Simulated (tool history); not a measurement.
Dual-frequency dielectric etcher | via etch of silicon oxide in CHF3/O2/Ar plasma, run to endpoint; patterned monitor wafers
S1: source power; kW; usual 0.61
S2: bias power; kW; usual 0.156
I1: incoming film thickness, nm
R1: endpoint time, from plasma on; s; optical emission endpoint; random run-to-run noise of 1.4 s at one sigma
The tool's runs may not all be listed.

run,hour,S1,S2,I1,R1
1,0,0.61,0.156,434.9,221.8
2,15.2,0.61,0.156,445.5,226.7
3,22.9,0.61,0.156,440.9,224.3
4,30.8,0.71,0.148,445.7,218.9
5,46.5,0.71,0.148,445.8,217.6
6,62.6,0.71,0.148,446.4,220.1
7,73.6,0.52,0.143,442.5,240.5
8,83.6,0.61,0.156,446.2,225.3
# hour 89.3: bias power generator calibrated
9,90.3,0.61,0.156,449.5,228.5
# hour 117.6: wet clean of the chamber
10,118.1,0.61,0.184,443.4,225.3
11,118.5,0.61,0.156,449.2,235.6
12,118.9,0.61,0.156,441.1,231.9
13,123.8,0.61,0.168,441.6,227.6
# hour 151.9: upper electrode replaced, of another model than before
14,152.4,0.61,0.141,442.3,235.4
15,152.8,0.61,0.156,445.3,233.1
16,154.8,0.69,0.122,444.7,233
17,170.1,0.61,0.156,442.3,232
# hour 175.6: source power generator calibrated
18,179.5,0.54,0.136,444.7,255.9
19,196.3,0.67,0.191,441.9,205.1

Run 20 has not been measured yet. What should we expect?
20,207.3,0.5,0.139,445.3,?

{"run 20": {"R1": 267.9}}
Had the tool carried no hidden state, the very same run would have given R1 270.2 s.
